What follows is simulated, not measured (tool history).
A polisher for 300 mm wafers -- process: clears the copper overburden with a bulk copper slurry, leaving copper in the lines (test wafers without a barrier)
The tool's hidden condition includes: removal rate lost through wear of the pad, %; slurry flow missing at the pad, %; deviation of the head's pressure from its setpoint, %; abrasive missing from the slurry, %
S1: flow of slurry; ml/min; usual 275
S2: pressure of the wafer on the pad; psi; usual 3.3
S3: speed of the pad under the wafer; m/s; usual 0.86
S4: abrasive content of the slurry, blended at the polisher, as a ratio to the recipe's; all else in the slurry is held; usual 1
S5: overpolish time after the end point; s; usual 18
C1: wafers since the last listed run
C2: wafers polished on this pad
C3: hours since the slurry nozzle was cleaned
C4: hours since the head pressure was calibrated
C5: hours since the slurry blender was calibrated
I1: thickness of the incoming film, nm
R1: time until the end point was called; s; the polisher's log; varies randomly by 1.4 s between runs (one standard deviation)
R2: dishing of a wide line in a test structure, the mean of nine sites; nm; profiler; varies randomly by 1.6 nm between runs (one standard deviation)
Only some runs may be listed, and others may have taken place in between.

run	hour	S1	S2	S3	S4	S5	C1	C2	C3	C4	C5	I1	R1	R2
1	0	275	3.3	0.86	1	18	0	2955	129.2	405.4	478.6	722.8	79.4	66.1
# hour 39: slurry blender recalibrated
2	122.7	220	3.7	0.86	1	18	993	3948	251.9	528.1	83.7	748.1	76.6	63.7
# hour 201.5: head pressure recalibrated
3	223.5	275	3.3	0.86	1	18	813	4761	352.7	22	184.5	730.5	84.6	64.9
# hour 227.8: worn pad replaced by a new one
4	316.4	275	2.7	0.86	1	18	731	729	445.6	114.9	277.4	729.6	87.4	61
5	371.2	275	3.3	0.86	1	18	450	1180	500.4	169.7	332.2	726.1	71.6	66.7
# hour 400.5: slurry nozzle cleaned
6	442.4	275	3.3	0.86	1	18	577	1757	41.9	240.9	403.4	734.1	75.1	66.5
7	485.4	275	3.3	0.86	1	18	353	2111	84.9	283.9	446.4	750.5	75.8	66.4
8	533.1	255	3.3	1.1	1	18	392	2504	132.6	331.6	494.1	726.6	59.8	70
# hour 546.8: slurry blender recalibrated
9	588.3	255	3.3	1.1	1	18	437	2942	187.8	386.8	41.5	738.6	60.8	71.7
10	693	255	3.3	1.1	1	18	861	3803	292.5	491.5	146.2	738.1	66	71.9
# hour 712.3: worn pad replaced by a new one
11	744.1	275	3.3	0.86	1	18	387	261	343.6	542.6	197.3	738.8	72.9	68
# hour 790.4: head pressure recalibrated
# hour 910.7: slurry nozzle cleaned
12	911.2	245	3.3	0.86	1	18	1350	1612	0.5	120.8	364.4	732.5	74.3	66.8
13	1033.7	275	3.3	0.86	1	18	1008	2620	123	243.3	486.9	743.9	76.9	63.7
14	1080.1	275	3.3	1.08	1	18	381	3002	169.4	289.7	533.3	738.1	59.5	73.3
# hour 1087: slurry blender recalibrated
15	1120.4	275	3.3	0.86	1	18	315	3317	209.7	330	33.4	737.4	77	63.7
# hour 1164.5: worn pad replaced by a new one
16	1168.5	335	3.3	1.1	1	25	362	33	257.8	378.1	81.5	744.8	54.8	75.5
17	1267.8	275	3.3	1	1.2	7	817	850	357.1	477.4	180.8	733	61	44.9
18	1341.9	275	3.3	0.86	1.15	10	609	1459	431.2	551.5	254.9	735.3	73.7	50.1
# hour 1373.7: slurry nozzle cleaned
19	1438.5	275	2.3	0.86	1	18	786	2246	64.8	648.1	351.5	734.2	112.7	52.2
# hour 1465.9: head pressure recalibrated
20	1481.8	275	2.8	0.86	1.15	18	339	2586	108.1	15.9	394.8	746.3	87.7	58.7
21	1532.1	275	3.3	0.86	1	27	413	3000	158.4	66.2	445.1	740.2	79.4	73.6
22	1613.5	310	3.9	0.96	1	27	669	3670	239.8	147.6	526.5	729	60.2	76.6
# hour 1620.4: slurry blender recalibrated
23	1678.8	275	3.3	0.86	1.1	18	520	4191	305.1	212.9	58.4	739.6	82.8	63.5
# hour 1694.2: worn pad replaced by a new one
24	1761.3	275	3.3	0.86	1	18	645	551	387.6	295.4	140.9	727.7	72.4	66.3
25	1821.7	275	3.3	0.86	1.2	18	497	1048	448	355.8	201.3	735.1	68.3	67.9
# hour 1855: slurry nozzle cleaned
26	1894.7	185	4.2	0.86	1	18	592	1641	39.7	428.8	274.3	732.8	61	71.6
27	1985.5	275	3.3	1	1	18	747	2388	130.5	519.6	365.1	737.7	62.5	68.8
28	2034.5	195	2.8	0.86	0.9	18	403	2791	179.5	568.6	414.1	731.5	95.6	60.6
# hour 2050.4: head pressure recalibrated
29	2137.9	275	3.3	0.86	1	18	834	3626	282.9	87.5	517.5	740.2	80.4	64.6

Predict each of these 3 candidate next runs independently; none follows another, all start after run 29:
A	2138.3	275	2.6	0.86	1	18	3	3629	283.3	87.9	517.9	734	?	?
B	2138.3	275	4.3	0.86	1	18	3	3629	283.3	87.9	517.9	734	?	?
C	2138.3	275	3.8	1.1	1	24	3	3629	283.3	87.9	517.9	734	?	?

run	R1	R2
A	105.3	57.2
B	63.7	74
C	56.3	79.9
Had the tool no hidden state, the same runs would have come out as:
run	R1	R2
A	95.7	59.8
B	57.9	76.1
C	51.2	80.9
